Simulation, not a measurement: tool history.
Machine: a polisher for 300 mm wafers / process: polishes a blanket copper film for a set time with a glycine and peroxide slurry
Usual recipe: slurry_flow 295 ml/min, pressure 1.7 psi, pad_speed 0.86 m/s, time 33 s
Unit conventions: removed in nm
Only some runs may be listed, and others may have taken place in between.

run    hour  slurry_flow  pressure  pad_speed  time  wafers since the last listed run  wafers polished on this pad  hours since the slurry nozzle was cleaned  hours since the head pressure was calibrated  incoming thickness of the incoming film, nm  removed
  1       0          295       1.7       0.86    33                                 0                          799                                      128.9                                         790.4                                       1636.4     94.8
  2    91.1          295       1.7       0.86    33                              1074                         1873                                        220                                         881.5                                       1646.8     93.5
  3   136.7          295       1.7       0.86    33                               537                         2411                                      265.6                                         927.1                                       1631.5     94.7
      157.3  -- worn pad replaced by a new one
  4   175.5          295       1.7       0.86    33                               410                          214                                      304.4                                         965.9                                       1654.7       94
  5   215.1          295       1.7       0.86    33                               466                          681                                        344                                        1005.5                                       1626.6     91.9
  6   301.3          295       1.7       0.86    33                              1016                         1697                                      430.2                                        1091.7                                       1635.1     92.7
        380  -- worn pad replaced by a new one
  7   403.2          295       1.7       0.86    28                              1154                          273                                      532.1                                        1193.6                                       1637.9     79.1
  8   465.5          295       1.7       0.86    28                               734                         1008                                      594.4                                        1255.9                                       1647.6       77
  9   505.1          255       1.7       0.86    33                               466                         1475                                        634                                        1295.5                                         1661     88.5
 10   585.3          295       2.2       0.86    33                               945                         2420                                      714.2                                        1375.7                                       1673.9      106
      592.1  -- head pressure recalibrated
      597.2  -- worn pad replaced by a new one
 11   675.4          245       1.2       0.86    33                               991                          922                                      804.3                                          83.3                                       1661.3     79.5
 12   722.6          295       1.7       1.12    33                               556                         1478                                      851.5                                         130.5                                       1644.8    118.4
 13   820.3          295       1.7       0.86    33                              1151                         2630                                      949.2                                         228.2                                         1627     95.2
        826  -- slurry nozzle cleaned
 14   866.4          375       1.4       0.86    40                               531                         3162                                       40.4                                         274.3                                       1610.8    104.3
      871.6  -- worn pad replaced by a new one
 15   963.1          335       1.4       1.06    44                              1092                         1078                                      137.1                                           371                                       1629.9    133.3
 16  1006.8          195         2       0.86    33                               515                         1593                                      180.8                                         414.7                                       1610.9    104.1
     1092.4  -- worn pad replaced by a new one
 17  1111.4          340       2.3       0.58    37                              1186                          224                                      285.4                                         519.3                                       1661.7     99.9
 18    1206          295       1.7       0.86    33                              1115                         1339                                        380                                         613.9                                       1670.4     95.8

Difference, measured minus no-hidden-state, one row per run. Run-to-run variation is common to both terms; the gauge's own scatter need not be:
Hidden state at play: removal rate lost through wear of the pad, %; slurry flow missing at the pad, %; deviation of the head's pressure from its setpoint, %.
run  removed
  1       -2
  2     -2.5
  3     -2.9
  4     -3.2
  5     -3.4
  6     -4.1
  7     -4.2
  8     -4.6
  9     -5.7
 10     -8.3
 11     +0.7
 12     +1.1
 13     +0.7
 14     +0.7
 15     +0.6
 16     +0.3
 17     -0.1
 18     -0.4
